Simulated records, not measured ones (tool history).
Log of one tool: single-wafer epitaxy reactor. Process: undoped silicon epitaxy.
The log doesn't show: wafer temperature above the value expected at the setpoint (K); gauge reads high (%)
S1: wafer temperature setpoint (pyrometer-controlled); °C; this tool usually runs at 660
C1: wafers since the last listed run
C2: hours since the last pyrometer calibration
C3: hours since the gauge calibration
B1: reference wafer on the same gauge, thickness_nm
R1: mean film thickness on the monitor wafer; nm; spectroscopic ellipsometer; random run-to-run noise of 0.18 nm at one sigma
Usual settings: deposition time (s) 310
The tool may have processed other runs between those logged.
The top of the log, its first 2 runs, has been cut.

Run 3, day 1.158: usual settings but deposition time (s) 336; C1 71; C2 2621.6; C3 282.7; B1 71.334. Result: R1 78.271 nm.
Run 4, day 1.662: usual settings but deposition time (s) 336; C1 81; C2 2633.7; C3 294.8; B1 71.279. Result: R1 77.944 nm.
Run 5, day 2.358: usual settings but deposition time (s) 343; C1 112; C2 2650.4; C3 311.5; B1 71.4. Result: R1 79.588 nm.
Run 6, day 2.708: usual settings but deposition time (s) 343; C1 56; C2 2658.8; C3 319.9; B1 71.306. Result: R1 79.814 nm.
Run 7, day 3.162: usual settings but S1 667 °C; C1 73; C2 2669.7; C3 330.8; B1 71.308. Result: R1 82.083 nm.
Run 8, day 3.833: usual settings but S1 667 °C; C1 108; C2 2685.8; C3 346.9; B1 71.403. Result: R1 81.342 nm.
Run 9, day 4.162: usual settings; C1 53; C2 2693.7; C3 354.8; B1 71.323. Result: R1 71.897 nm.
Run 10, day 4.833: usual settings; C1 108; C2 2709.8; C3 370.9; B1 71.282. Result: R1 72.049 nm.
Run 11, day 5.379: usual settings; C1 88; C2 2722.9; C3 384; B1 71.3. Result: R1 72.005 nm.
Run 12, day 5.867: usual settings but S1 672 °C; C1 78; C2 2734.6; C3 395.7; B1 71.322. Result: R1 89.72 nm.
Run 13, day 6.504: usual settings; C1 103; C2 2749.9; C3 411; B1 71.237. Result: R1 71.762 nm.
At day 7.071: gauge calibrated.
Run 14, day 7.233: usual settings; C1 117; C2 2767.4; C3 3.9; B1 71.282. Result: R1 71.849 nm.
Run 15, day 7.979: usual settings; C1 120; C2 2785.3; C3 21.8; B1 71.297. Result: R1 71.763 nm.
Run 16, day 8.396: usual settings; C1 67; C2 2795.3; C3 31.8; B1 71.249. Result: R1 72.056 nm.
Run 17, day 8.771: usual settings; C1 60; C2 2804.3; C3 40.8; B1 71.336. Result: R1 71.805 nm.
Run 18, day 9.404: usual settings but deposition time (s) 286; C1 102; C2 2819.5; C3 56; B1 71.339. Result: R1 66.217 nm.
Run 19, day 9.771: usual settings but deposition time (s) 286; C1 59; C2 2828.3; C3 64.8; B1 71.34. Result: R1 66.454 nm.
Run 20, day 10.479: usual settings but deposition time (s) 286; C1 114; C2 2845.3; C3 81.8; B1 71.287. Result: R1 66.377 nm.
At day 11.175: pyrometer calibrated.
Run 21, day 11.196: usual settings but S1 656 °C; C1 61; C2 0.5; C3 99; B1 71.319. Result: R1 56.777 nm.
Run 22, day 11.612: usual settings but S1 656 °C; C1 67; C2 10.5; C3 109; B1 71.268. Result: R1 56.862 nm.
Run 23, day 11.988: usual settings but S1 649 °C, deposition time (s) 280; C1 60; C2 19.5; C3 118; B1 71.307. Result: R1 45.33 nm.
Run 24, day 12.279: usual settings but deposition time (s) 335; C1 47; C2 26.5; C3 125; B1 71.272. Result: R1 66.867 nm.

What will run 25 give?
Run 25, day 12.596: usual settings; C1 51; C2 34.1; C3 132.6; B1 ?. Result: R1 ?.

Run 25 produced B1 71.283, R1 62.041 nm.
If the tool had no hidden condition, the same run with the same run-to-run variation would have returned R1 63.744 nm.
